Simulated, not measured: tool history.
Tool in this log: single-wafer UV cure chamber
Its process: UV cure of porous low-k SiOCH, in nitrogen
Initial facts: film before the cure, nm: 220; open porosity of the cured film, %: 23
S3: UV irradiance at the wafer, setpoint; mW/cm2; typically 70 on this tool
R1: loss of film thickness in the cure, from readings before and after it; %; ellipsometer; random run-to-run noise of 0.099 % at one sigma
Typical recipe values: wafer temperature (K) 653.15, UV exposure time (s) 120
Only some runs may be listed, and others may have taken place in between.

run 1 hour=0 | wafer_temperature_(K)=653.15 UV_exposure_time_(s)=145 S3=84 | R1=7.854
run 2 hour=18.2 | wafer_temperature_(K)=653.15 UV_exposure_time_(s)=75 S3=70 | R1=4.508
run 3 hour=29.1 | wafer_temperature_(K)=653.15 UV_exposure_time_(s)=75 S3=70 | R1=4.562
run 4 hour=39.7 | wafer_temperature_(K)=653.15 UV_exposure_time_(s)=120 S3=70 | R1=6.269
run 5 hour=57.1 | wafer_temperature_(K)=653.15 UV_exposure_time_(s)=120 S3=70 | R1=6.313
run 6 hour=74.7 | wafer_temperature_(K)=653.15 UV_exposure_time_(s)=120 S3=70 | R1=6.359
run 7 hour=90.5 | wafer_temperature_(K)=653.15 UV_exposure_time_(s)=120 S3=70 | R1=6.222
run 8 hour=107.2 | wafer_temperature_(K)=653.15 UV_exposure_time_(s)=120 S3=70 | R1=6.301
run 9 hour=123.4 | wafer_temperature_(K)=653.15 UV_exposure_time_(s)=120 S3=70 | R1=6.09
run 10 hour=132.6 | wafer_temperature_(K)=653.15 UV_exposure_time_(s)=120 S3=70 | R1=6.26
-- hour=151.9 UV bulbs replaced
run 11 hour=152.4 | wafer_temperature_(K)=653.15 UV_exposure_time_(s)=120 S3=70 | R1=8.307
run 12 hour=154.3 | wafer_temperature_(K)=653.15 UV_exposure_time_(s)=120 S3=70 | R1=8.509
-- hour=193.3 quartz window cleaned
run 13 hour=195.2 | wafer_temperature_(K)=653.15 UV_exposure_time_(s)=120 S3=70 | R1=8.453
run 14 hour=204 | wafer_temperature_(K)=653.15 UV_exposure_time_(s)=120 S3=70 | R1=8.335
run 15 hour=212 | wafer_temperature_(K)=653.15 UV_exposure_time_(s)=120 S3=100 | R1=9.837
run 16 hour=229.5 | wafer_temperature_(K)=663.15 UV_exposure_time_(s)=120 S3=47 | R1=6.717
run 17 hour=245.3 | wafer_temperature_(K)=653.15 UV_exposure_time_(s)=120 S3=40 | R1=6.03
run 18 hour=254.6 | wafer_temperature_(K)=653.15 UV_exposure_time_(s)=145 S3=84 | R1=10.114
run 19 hour=264.3 | wafer_temperature_(K)=653.15 UV_exposure_time_(s)=120 S3=58 | R1=7.547
run 20 hour=273.8 | wafer_temperature_(K)=653.15 UV_exposure_time_(s)=120 S3=70 | R1=8.518
run 21 hour=281.1 | wafer_temperature_(K)=653.15 UV_exposure_time_(s)=180 S3=99 | R1=11.923
run 22 hour=290.2 | wafer_temperature_(K)=660.15 UV_exposure_time_(s)=160 S3=88 | R1=10.827
run 23 hour=307.5 | wafer_temperature_(K)=637.15 UV_exposure_time_(s)=120 S3=80 | R1=8.541
run 24 hour=315.9 | wafer_temperature_(K)=665.15 UV_exposure_time_(s)=100 S3=96 | R1=8.967
run 25 hour=322.9 | wafer_temperature_(K)=653.15 UV_exposure_time_(s)=75 S3=70 | R1=6.297
run 26 hour=339.9 | wafer_temperature_(K)=659.15 UV_exposure_time_(s)=120 S3=97 | R1=9.708
run 27 hour=357 | wafer_temperature_(K)=653.15 UV_exposure_time_(s)=120 S3=70 | R1=8.219
run 28 hour=372.4 | wafer_temperature_(K)=653.15 UV_exposure_time_(s)=185 S3=109 | R1=12.46
run 29 hour=382.5 | wafer_temperature_(K)=646.15 UV_exposure_time_(s)=150 S3=70 | R1=9.01

What if the next run were any one of these 3? Each begins from the tool's condition after run 29:
run A hour=383 | wafer_temperature_(K)=653.15 UV_exposure_time_(s)=120 S3=70 | R1=?
run B hour=383 | wafer_temperature_(K)=637.15 UV_exposure_time_(s)=160 S3=87 | R1=?
run C hour=383 | wafer_temperature_(K)=667.15 UV_exposure_time_(s)=185 S3=55 | R1=?

run=A R1=8.265
run=B R1=10.286
run=C R1=9.396
Take away the tool's hidden state, keep each run's random variation, and the runs would have read:
run=A R1=8.451
run=B R1=10.48
run=C R1=9.587
